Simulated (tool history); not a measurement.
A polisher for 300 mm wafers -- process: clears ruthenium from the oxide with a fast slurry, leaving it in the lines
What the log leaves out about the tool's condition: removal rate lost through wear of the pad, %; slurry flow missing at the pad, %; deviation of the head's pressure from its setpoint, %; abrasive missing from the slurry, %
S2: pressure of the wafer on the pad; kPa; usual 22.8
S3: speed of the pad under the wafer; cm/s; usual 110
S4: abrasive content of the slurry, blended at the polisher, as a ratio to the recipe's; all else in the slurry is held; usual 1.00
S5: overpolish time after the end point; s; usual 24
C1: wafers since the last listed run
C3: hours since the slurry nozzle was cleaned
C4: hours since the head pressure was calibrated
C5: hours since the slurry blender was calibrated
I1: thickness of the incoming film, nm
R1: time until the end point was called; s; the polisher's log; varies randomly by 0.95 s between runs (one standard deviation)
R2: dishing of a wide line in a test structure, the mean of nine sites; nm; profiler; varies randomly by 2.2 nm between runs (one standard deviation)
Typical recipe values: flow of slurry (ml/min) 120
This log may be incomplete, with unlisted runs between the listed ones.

Run 1, hour 0.0: usual settings but S5 13 s; C1 0; wafers polished on this pad 443; C3 421.2; C4 773.8; C5 256.0; I1 316.9. Result: R1 59.4 s, R2 49.4 nm.
Run 2, hour 56.6: usual settings but S2 17.9 kPa, S4 0.80; C1 624; wafers polished on this pad 1067; C3 477.8; C4 830.4; C5 312.6; I1 319.3. Result: R1 85.3 s, R2 63.0 nm.
Run 3, hour 152.8: usual settings but S3 120 cm/s; C1 1061; wafers polished on this pad 2128; C3 574.0; C4 926.6; C5 408.8; I1 322.5. Result: R1 60.2 s, R2 88.7 nm.
Run 4, hour 226.8: usual settings but S3 120 cm/s; C1 816; wafers polished on this pad 2945; C3 648.0; C4 1000.6; C5 482.8; I1 319.5. Result: R1 60.8 s, R2 81.4 nm.
At hour 272.6: slurry blender recalibrated.
Run 5, hour 278.6: usual settings but S3 120 cm/s; C1 549; wafers polished on this pad 3494; C3 699.8; C4 1052.4; C5 6.0; I1 321.9. Result: R1 62.8 s, R2 82.3 nm.
At hour 332.5: slurry nozzle cleaned.
Run 6, hour 333.3: usual settings; C1 592; wafers polished on this pad 4086; C3 0.8; C4 1107.1; C5 60.7; I1 318.0. Result: R1 59.4 s, R2 83.3 nm.
Run 7, hour 400.7: usual settings but S2 17.9 kPa; C1 743; wafers polished on this pad 4830; C3 68.2; C4 1174.5; C5 128.1; I1 318.8. Result: R1 80.7 s, R2 68.3 nm.
Run 8, hour 461.7: usual settings but S5 33 s; C1 672; wafers polished on this pad 5503; C3 129.2; C4 1235.5; C5 189.1; I1 318.5. Result: R1 65.3 s, R2 103.8 nm.
At hour 488.8: worn pad replaced by a new one.
At hour 524.4: head pressure recalibrated.
Run 9, hour 550.5: usual settings but S2 17.9 kPa, S3 142 cm/s, S4 0.70; C1 913; wafers polished on this pad 658; C3 218.0; C4 26.1; C5 277.9; I1 319.5. Result: R1 64.6 s, R2 81.3 nm.
Run 10, hour 608.2: usual settings but S4 1.30; C1 636; wafers polished on this pad 1295; C3 275.7; C4 83.8; C5 335.6; I1 318.2. Result: R1 51.2 s, R2 93.4 nm.
Run 11, hour 680.2: usual settings but S3 82 cm/s, S4 1.20; C1 794; wafers polished on this pad 2089; C3 347.7; C4 155.8; C5 407.6; I1 323.5. Result: R1 72.2 s, R2 70.7 nm.
Run 12, hour 764.8: usual settings but S3 120 cm/s; C1 933; wafers polished on this pad 3022; C3 432.3; C4 240.4; C5 492.2; I1 318.4. Result: R1 54.6 s, R2 85.6 nm.
Run 13, hour 836.0: usual settings but S2 14.5 kPa, S4 0.80; C1 785; wafers polished on this pad 3808; C3 503.5; C4 311.6; C5 563.4; I1 318.4. Result: R1 105.3 s, R2 56.0 nm.
At hour 849.9: slurry blender recalibrated.
Run 14, hour 939.1: usual settings but S3 148 cm/s, S5 29 s; C1 1115; wafers polished on this pad 4923; C3 606.6; C4 414.7; C5 89.2; I1 319.5. Result: R1 46.4 s, R2 114.6 nm.
At hour 989.1: worn pad replaced by a new one.
Run 15, hour 997.6: usual settings but S4 0.80, S5 18 s; C1 601; wafers polished on this pad 94; C3 665.1; C4 473.2; C5 147.7; I1 318.5. Result: R1 68.3 s, R2 61.8 nm.
Run 16, hour 1083.5: usual settings but flow of slurry (ml/min) 85, S2 29.0 kPa, S4 0.75, S5 12 s; C1 947; wafers polished on this pad 1041; C3 751.0; C4 559.1; C5 233.6; I1 321.1. Result: R1 67.9 s, R2 43.7 nm.
At hour 1132.2: slurry nozzle cleaned.
Run 17, hour 1143.6: usual settings but S4 1.15; C1 651; wafers polished on this pad 1693; C3 11.4; C4 619.2; C5 293.7; I1 319.6. Result: R1 54.7 s, R2 95.4 nm.
Run 18, hour 1196.8: usual settings; C1 586; wafers polished on this pad 2280; C3 64.6; C4 672.4; C5 346.9; I1 313.6. Result: R1 56.6 s, R2 90.7 nm.
Run 19, hour 1284.5: usual settings but flow of slurry (ml/min) 80, S2 29.0 kPa, S3 100 cm/s, S5 12 s; C1 967; wafers polished on this pad 3247; C3 152.3; C4 760.1; C5 434.6; I1 318.9. Result: R1 57.1 s, R2 50.6 nm.
Run 20, hour 1348.3: usual settings but S2 20.0 kPa, S4 1.25; C1 703; wafers polished on this pad 3951; C3 216.1; C4 823.9; C5 498.4; I1 315.4. Result: R1 62.6 s, R2 81.0 nm.
At hour 1413.3: slurry blender recalibrated.
Run 21, hour 1445.7: usual settings but S5 15 s; C1 1052; wafers polished on this pad 5003; C3 313.5; C4 921.3; C5 32.4; I1 323.0. Result: R1 61.9 s, R2 57.3 nm.
Run 22, hour 1499.2: usual settings but flow of slurry (ml/min) 90, S3 80 cm/s, S5 13 s; C1 590; wafers polished on this pad 5593; C3 367.0; C4 974.8; C5 85.9; I1 319.1. Result: R1 94.5 s, R2 35.1 nm.
At hour 1571.8: worn pad replaced by a new one.
Run 23, hour 1584.1: usual settings but S2 28.3 kPa; C1 892; wafers polished on this pad 135; C3 451.9; C4 1059.7; C5 170.8; I1 317.8. Result: R1 53.0 s, R2 94.4 nm.
Run 24, hour 1638.3: usual settings; C1 597; wafers polished on this pad 733; C3 506.1; C4 1113.9; C5 225.0; I1 318.5. Result: R1 66.9 s, R2 78.1 nm.
Run 25, hour 1680.5: usual settings but flow of slurry (ml/min) 105, S2 17.9 kPa; C1 465; wafers polished on this pad 1198; C3 548.3; C4 1156.1; C5 267.2; I1 320.9. Result: R1 93.8 s, R2 62.0 nm.
Run 26, hour 1787.1: usual settings but S2 18.6 kPa, S3 132 cm/s; C1 1175; wafers polished on this pad 2374; C3 654.9; C4 1262.7; C5 373.8; I1 316.5. Result: R1 72.4 s, R2 72.4 nm.
At hour 1823.5: head pressure recalibrated.
Run 27, hour 1876.6: usual settings but flow of slurry (ml/min) 135, S4 0.90; C1 965; wafers polished on this pad 3339; C3 744.4; C4 53.1; C5 463.3; I1 324.2. Result: R1 63.9 s, R2 85.9 nm.
At hour 1878.3: slurry nozzle cleaned.
Run 28, hour 1932.3: usual settings but flow of slurry (ml/min) 155, S3 128 cm/s, S4 1.10; C1 603; wafers polished on this pad 3943; C3 54.0; C4 108.8; C5 519.0; I1 318.6. Result: R1 43.9 s, R2 104.0 nm.

Alternative continuations, all from the tool just after run 28; predict every row:
Run A, hour 1932.8: usual settings; C1 5; wafers polished on this pad 3948; C3 54.5; C4 109.3; C5 519.5; I1 319.4. Result: R1 ?, R2 ?.
Run B, hour 1932.8: usual settings but S3 122 cm/s, S4 0.80, S5 18 s; C1 5; wafers polished on this pad 3948; C3 54.5; C4 109.3; C5 519.5; I1 319.4. Result: R1 ?, R2 ?.
Run C, hour 1932.8: usual settings but S2 19.3 kPa, S4 1.20; C1 5; wafers polished on this pad 3948; C3 54.5; C4 109.3; C5 519.5; I1 319.4. Result: R1 ?, R2 ?.
Run D, hour 1932.8: usual settings but S2 16.5 kPa; C1 5; wafers polished on this pad 3948; C3 54.5; C4 109.3; C5 519.5; I1 319.4. Result: R1 ?, R2 ?.

run    R1    R2
  A  54.9  89.0
  B  53.9  72.8
  C  60.6  82.8
  D  75.5  70.0
Without the tool's hidden state the same runs would have given:
run    R1    R2
  A  54.5  89.5
  B  53.5  73.2
  C  60.1  83.3
  D  74.9  70.4
